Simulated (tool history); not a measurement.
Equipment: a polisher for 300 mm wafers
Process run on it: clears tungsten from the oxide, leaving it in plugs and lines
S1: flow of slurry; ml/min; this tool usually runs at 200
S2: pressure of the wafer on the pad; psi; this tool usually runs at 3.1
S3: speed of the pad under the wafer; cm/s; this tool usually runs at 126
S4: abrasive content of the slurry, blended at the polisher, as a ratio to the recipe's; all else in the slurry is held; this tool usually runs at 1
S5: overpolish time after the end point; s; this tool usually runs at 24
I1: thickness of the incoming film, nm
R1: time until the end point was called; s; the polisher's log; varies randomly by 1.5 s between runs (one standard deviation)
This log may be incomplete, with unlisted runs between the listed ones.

Run 1, hour 0: usual settings; I1 529.1. Result: R1 110 s.
At hour 80.9: head pressure recalibrated.
Run 2, hour 219: usual settings; I1 528.7. Result: R1 112.5 s.
At hour 259.5: worn pad replaced by a new one.
At hour 274.3: slurry nozzle cleaned.
Run 3, hour 297.2: usual settings but S5 20 s; I1 535.3. Result: R1 117 s.
At hour 338: slurry tank refilled with fresh slurry and peroxide.
At hour 362.9: slurry blender recalibrated.
Run 4, hour 385.1: usual settings but S5 20 s; I1 530.8. Result: R1 104.4 s.
Run 5, hour 486.3: usual settings but S2 4 psi; I1 524.1. Result: R1 81.6 s.
Run 6, hour 571.2: usual settings but S2 4 psi; I1 521.9. Result: R1 84.6 s.
Run 7, hour 635.9: usual settings but S3 84 cm/s, S4 1.2; I1 528.5. Result: R1 141.4 s.
At hour 647.8: head pressure recalibrated.
At hour 858.8: slurry nozzle cleaned.
Run 8, hour 884.5: usual settings but S5 20 s; I1 535.5. Result: R1 113 s.
At hour 915.2: slurry tank refilled with fresh slurry and peroxide.
At hour 930.5: slurry blender recalibrated.
Run 9, hour 937.4: usual settings but S4 1.25; I1 531.3. Result: R1 97.4 s.
At hour 986.4: worn pad replaced by a new one.
Run 10, hour 1028.9: usual settings but S1 255 ml/min; I1 529.2. Result: R1 101.8 s.
Run 11, hour 1107.1: usual settings; I1 530.4. Result: R1 107.4 s.
Run 12, hour 1218.3: usual settings; I1 532.5. Result: R1 105.8 s.
Run 13, hour 1312.5: usual settings but S2 2.1 psi, S4 1.3; I1 529.3. Result: R1 141.1 s.
At hour 1366: head pressure recalibrated.
Run 14, hour 1367: usual settings but S5 19 s; I1 532.4. Result: R1 109.3 s.
Run 15, hour 1455.5: usual settings; I1 527.8. Result: R1 114.7 s.
At hour 1479.5: slurry nozzle cleaned.
Run 16, hour 1509.6: usual settings; I1 533.6. Result: R1 117.5 s.
At hour 1570.4: slurry blender recalibrated.
At hour 1572.5: slurry tank refilled with fresh slurry and peroxide.
Run 17, hour 1607: usual settings but S2 3.9 psi, S3 84 cm/s; I1 531.3. Result: R1 117.8 s.
At hour 1631.9: worn pad replaced by a new one.
Run 18, hour 1688.3: usual settings; I1 523.8. Result: R1 104.7 s.
Run 19, hour 1785: usual settings but S3 88 cm/s; I1 532.8. Result: R1 144.2 s.
Run 20, hour 1831.6: usual settings but S2 2.6 psi, S3 148 cm/s, S5 37 s; I1 538. Result: R1 110.2 s.
Run 21, hour 1912.8: usual settings but S1 155 ml/min; I1 535.8. Result: R1 112 s.
At hour 1919.8: head pressure recalibrated.
Run 22, hour 1977: usual settings but S1 140 ml/min, S4 0.8, S5 19 s; I1 531. Result: R1 122.5 s.
Run 23, hour 2035.2: usual settings but S1 180 ml/min, S3 148 cm/s, S5 29 s; I1 520.9. Result: R1 97.5 s.
At hour 2062.2: slurry nozzle cleaned.
Run 24, hour 2103.4: usual settings but S2 4.1 psi; I1 521. Result: R1 86.8 s.
Run 25, hour 2146.9: usual settings but S4 1.2; I1 538.8. Result: R1 109.6 s.
Run 26, hour 2193: usual settings; I1 533. Result: R1 115.8 s.
At hour 2217.8: slurry tank refilled with fresh slurry and peroxide.
Run 27, hour 2249.3: usual settings but S3 86 cm/s, S5 36 s; I1 527.6. Result: R1 161.6 s.

Results per run with the tool's hidden condition removed, run-to-run variation unchanged:
Unlogged tool condition in this case: removal rate lost through wear of the pad, %; slurry flow missing at the pad, %; deviation of the head's pressure from its setpoint, %; abrasive missing from the slurry, %; peroxide lost from the slurry, %.
run     R1
  1  106.2
  2  102.6
  3  103.4
  4  103.9
  5     81
  6   83.3
  7  138.2
  8  104.5
  9     97
 10  101.1
 11  106.1
 12  103.2
 13  135.2
 14  103.5
 15  105.9
 16  106.3
 17  117.3
 18    104
 19  142.1
 20    108
 21  108.3
 22  117.1
 23   91.8
 24     80
 25   99.2
 26    103
 27  139.6

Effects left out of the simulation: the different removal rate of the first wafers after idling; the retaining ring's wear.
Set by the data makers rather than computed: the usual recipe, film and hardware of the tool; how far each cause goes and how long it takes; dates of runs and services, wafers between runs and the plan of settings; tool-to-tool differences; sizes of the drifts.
